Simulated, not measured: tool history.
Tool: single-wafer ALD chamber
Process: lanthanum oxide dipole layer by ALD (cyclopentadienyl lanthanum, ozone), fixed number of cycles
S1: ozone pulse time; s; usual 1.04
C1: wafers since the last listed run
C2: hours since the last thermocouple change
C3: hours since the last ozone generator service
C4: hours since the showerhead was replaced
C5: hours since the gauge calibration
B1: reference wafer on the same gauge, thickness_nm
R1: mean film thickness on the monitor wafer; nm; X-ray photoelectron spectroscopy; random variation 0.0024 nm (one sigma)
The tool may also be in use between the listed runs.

run	day	S1	C1	C2	C3	C4	C5	B1	R1
1	0	1.04	0	2422.6	505.6	4491.8	410.5	0.49	0.495
2	1.146	1.33	344	2450.1	533.1	4519.3	438	0.49	0.544
3	2.608	1.33	440	2485.2	568.2	4554.4	473.1	0.49	0.542
4	3.95	1.33	403	2517.4	600.4	4586.6	505.3	0.49	0.54
5	4.967	0.82	305	2541.8	624.8	4611	529.7	0.49	0.393
6	6.4	1.3	431	2576.2	659.2	4645.4	564.1	0.49	0.531
7	7.712	1.28	394	2607.7	690.7	4676.9	595.6	0.49	0.529
8	8.592	1.2	264	2628.8	711.8	4698	616.7	0.49	0.515
9	9.442	1.2	255	2649.2	732.2	4718.4	637.1	0.49	0.515
# day 10.721: thermocouple changed; heater temperature recalibrated
# day 10.733: gauge calibrated
10	10.783	0.86	303	1.5	764.4	4750.6	1.2	0.49	0.41
11	11.833	1.04	315	26.7	789.6	4775.8	26.4	0.489	0.476
12	13.05	1.04	366	55.9	818.8	4805	55.6	0.491	0.473
13	13.85	1.04	240	75.1	838	4824.2	74.8	0.49	0.47
14	14.383	0.69	160	87.9	850.8	4837	87.6	0.49	0.296
# day 15.025: ozone generator serviced
15	15.071	0.76	106	104.4	1.1	4853.5	104.1	0.491	0.397
16	16.112	1.15	313	129.4	26.1	4878.5	129.1	0.49	0.532
17	17.304	1.38	358	158	54.7	4907.1	157.7	0.49	0.557
18	17.996	0.78	208	174.6	71.3	4923.7	174.3	0.49	0.403
19	18.625	0.84	189	189.7	86.4	4938.8	189.4	0.49	0.44
20	19.392	0.9	230	208.1	104.8	4957.2	207.8	0.49	0.458
# day 19.938: showerhead replaced
21	20.854	1.4	339	243.2	139.9	22	242.9	0.49	0.556
22	21.846	1.04	298	267	163.7	45.8	266.7	0.49	0.505
23	22.725	0.91	264	288.1	184.8	66.9	287.8	0.49	0.461
24	23.738	1.04	304	312.4	209.1	91.2	312.1	0.49	0.503
25	25.2	1.04	440	347.5	244.2	126.3	347.2	0.49	0.502
26	26.492	0.73	388	378.5	275.2	157.3	378.2	0.49	0.357
27	27.354	0.85	259	399.2	295.9	178	398.9	0.49	0.43

4 ways to go on from here, each from the tool as it stands after run 27. What would each give?
A	27.371	1.29	5	399.6	296.3	178.4	399.3	?	?
B	27.371	1.37	5	399.6	296.3	178.4	399.3	?	?
C	27.371	1.39	5	399.6	296.3	178.4	399.3	?	?
D	27.371	1.26	5	399.6	296.3	178.4	399.3	?	?

run	B1	R1
A	0.491	0.546
B	0.491	0.555
C	0.491	0.557
D	0.491	0.542
Without the tool's hidden state the same runs would have given:
run	R1
A	0.553
B	0.561
C	0.562
D	0.55
